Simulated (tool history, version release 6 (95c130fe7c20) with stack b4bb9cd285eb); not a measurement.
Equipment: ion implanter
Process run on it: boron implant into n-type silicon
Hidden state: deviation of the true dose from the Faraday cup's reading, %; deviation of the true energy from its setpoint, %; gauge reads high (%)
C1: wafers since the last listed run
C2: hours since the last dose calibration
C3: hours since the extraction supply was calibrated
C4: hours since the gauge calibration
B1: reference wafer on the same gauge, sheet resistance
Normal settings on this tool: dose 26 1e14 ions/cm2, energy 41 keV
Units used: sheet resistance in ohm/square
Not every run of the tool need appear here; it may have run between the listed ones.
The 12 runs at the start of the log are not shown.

run 13 day=5.675 | dose=26 energy=41 | C1=417 C2=1461 C3=63.5 C4=54.5 | B1=44.26 | sheet_resistance=48.32
run 14 day=6 | dose=26 energy=41 | C1=258 C2=1468.8 C3=71.3 C4=62.3 | B1=44.27 | sheet_resistance=48.08
run 15 day=6.592 | dose=26 energy=41 | C1=470 C2=1483 C3=85.5 C4=76.5 | B1=44.24 | sheet_resistance=48.21
run 16 day=7.183 | dose=26 energy=41 | C1=470 C2=1497.2 C3=99.7 C4=90.7 | B1=44.3 | sheet_resistance=47.88
run 17 day=7.771 | dose=33.48 energy=50 | C1=467 C2=1511.3 C3=113.8 C4=104.8 | B1=44.3 | sheet_resistance=38.5
run 18 day=8.496 | dose=29.12 energy=34.5 | C1=576 C2=1528.7 C3=131.2 C4=122.2 | B1=44.33 | sheet_resistance=45.61
run 19 day=8.933 | dose=26 energy=41 | C1=348 C2=1539.2 C3=141.7 C4=132.7 | B1=44.28 | sheet_resistance=48
run 20 day=9.288 | dose=32.36 energy=32.5 | C1=281 C2=1547.7 C3=150.2 C4=141.2 | B1=44.32 | sheet_resistance=42.89
-- day=10.938 Faraday cup replaced and dose calibrated
run 21 day=10.954 | dose=26 energy=48.5 | C1=1060 C2=0.4 C3=190.2 C4=181.2 | B1=44.21 | sheet_resistance=46.91
run 22 day=11.396 | dose=28.56 energy=41 | C1=351 C2=11 C3=200.8 C4=191.8 | B1=44.29 | sheet_resistance=45
run 23 day=12.138 | dose=26 energy=41 | C1=590 C2=28.8 C3=218.6 C4=209.6 | B1=44.34 | sheet_resistance=48.32
run 24 day=12.688 | dose=29.38 energy=53 | C1=437 C2=42 C3=231.8 C4=222.8 | B1=44.24 | sheet_resistance=42.99
run 25 day=12.962 | dose=18.34 energy=35.5 | C1=218 C2=48.6 C3=238.4 C4=229.4 | B1=44.3 | sheet_resistance=64.75
run 26 day=13.658 | dose=30.89 energy=30 | C1=553 C2=65.3 C3=255.1 C4=246.1 | B1=44.28 | sheet_resistance=44.82
run 27 day=14.238 | dose=23.8 energy=37 | C1=460 C2=79.2 C3=269 C4=260 | B1=44.35 | sheet_resistance=51.94
run 28 day=14.983 | dose=22.84 energy=31.5 | C1=593 C2=97.1 C3=286.9 C4=277.9 | B1=44.37 | sheet_resistance=54.37
run 29 day=15.508 | dose=20.69 energy=41 | C1=417 C2=109.7 C3=299.5 C4=290.5 | B1=44.3 | sheet_resistance=58.42
run 30 day=16.212 | dose=26 energy=41 | C1=560 C2=126.6 C3=316.4 C4=307.4 | B1=44.28 | sheet_resistance=47.64
run 31 day=16.904 | dose=20.43 energy=50.5 | C1=550 C2=143.2 C3=333 C4=324 | B1=44.35 | sheet_resistance=57.52
run 32 day=17.204 | dose=32.33 energy=27.5 | C1=238 C2=150.4 C3=340.2 C4=331.2 | B1=44.31 | sheet_resistance=44.83
run 33 day=17.546 | dose=19.67 energy=36 | C1=271 C2=158.6 C3=348.4 C4=339.4 | B1=44.27 | sheet_resistance=61.04
run 34 day=17.996 | dose=18.32 energy=32.5 | C1=358 C2=169.4 C3=359.2 C4=350.2 | B1=44.27 | sheet_resistance=65.75
run 35 day=18.629 | dose=31.19 energy=41 | C1=503 C2=184.6 C3=374.4 C4=365.4 | B1=44.33 | sheet_resistance=42.24
run 36 day=19.317 | dose=18.46 energy=47 | C1=547 C2=201.1 C3=390.9 C4=381.9 | B1=44.27 | sheet_resistance=63.19
run 37 day=19.825 | dose=18.97 energy=47.5 | C1=404 C2=213.3 C3=403.1 C4=394.1 | B1=44.26 | sheet_resistance=61.27

Predict each of these 5 candidate next runs independently; none follows another, all start after run 37:
run A day=19.842 | dose=26 energy=48 | C1=13 C2=213.7 C3=403.5 C4=394.5 | B1=? | sheet_resistance=?
run B day=19.842 | dose=31.67 energy=41 | C1=13 C2=213.7 C3=403.5 C4=394.5 | B1=? | sheet_resistance=?
run C day=19.842 | dose=22.8 energy=54.5 | C1=13 C2=213.7 C3=403.5 C4=394.5 | B1=? | sheet_resistance=?
run D day=19.842 | dose=30.91 energy=47 | C1=13 C2=213.7 C3=403.5 C4=394.5 | B1=? | sheet_resistance=?
run E day=19.842 | dose=26 energy=46.5 | C1=13 C2=213.7 C3=403.5 C4=394.5 | B1=? | sheet_resistance=?

run=A B1=44.36 sheet_resistance=47.26
run=B B1=44.36 sheet_resistance=41.66
run=C B1=44.36 sheet_resistance=52.16
run=D B1=44.36 sheet_resistance=41.54
run=E B1=44.36 sheet_resistance=47.4
With the hidden condition removed and each run's random variation left untouched, the same runs would have given:
run=A sheet_resistance=47.26
run=B sheet_resistance=41.66
run=C sheet_resistance=52.16
run=D sheet_resistance=41.54
run=E sheet_resistance=47.4
